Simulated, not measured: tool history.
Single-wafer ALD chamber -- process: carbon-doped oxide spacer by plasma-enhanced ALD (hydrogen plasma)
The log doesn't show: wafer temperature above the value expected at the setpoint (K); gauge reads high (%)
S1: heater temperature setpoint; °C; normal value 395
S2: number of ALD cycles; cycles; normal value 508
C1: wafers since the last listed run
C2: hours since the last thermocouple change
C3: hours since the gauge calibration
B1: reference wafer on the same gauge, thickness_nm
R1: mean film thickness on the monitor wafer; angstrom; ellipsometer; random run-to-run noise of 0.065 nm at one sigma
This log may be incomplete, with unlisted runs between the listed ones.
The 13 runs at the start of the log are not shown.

run    hour   S1   S2   C1      C2      C3      B1      R1
      933.9  -- thermocouple changed; heater temperature recalibrated
 14   953.8  395  461   37    19.9   660.6  22.592  232.84
 15   991.0  395  508   36    57.1   697.8  22.571  256.91
 16  1081.5  401  600   88   147.6   788.3  22.534  300.28
 17  1147.8  391  461   64   213.9   854.6  22.503  232.21
 18  1247.7  395  508   97   313.8   954.5  22.448  255.07
 19  1284.6  395  549   35   350.7   991.4  22.414  274.85
 20  1354.2  401  451   67   420.3  1061.0  22.394  224.43
 21  1438.1  382  550   81   504.2  1144.9  22.354  276.30
     1505.0  -- gauge calibrated
 22  1528.5  401  443   88   594.6    23.5  22.940  226.97
 23  1589.1  408  472   59   655.2    84.1  22.914  235.36
 24  1654.4  395  508   63   720.5   149.4  22.863  260.57
 25  1723.7  395  508   67   789.8   218.7  22.851  260.08
 26  1827.3  408  472  101   893.4   322.3  22.800  234.46
 27  1868.7  391  604   40   934.8   363.7  22.772  307.33
 28  1964.7  388  443   93  1030.8   459.7  22.726  225.60
 29  2024.8  395  508   58  1090.9   519.8  22.705  258.91

What does the tool deliver on the next run?
 30  2076.9  403  554  50  1143.0  571.9   ?   ?

For run 30 the tool returned B1 22.680, R1 277.52 angstrom.
Without the tool's hidden state the same run would have given R1 280.30 angstrom.
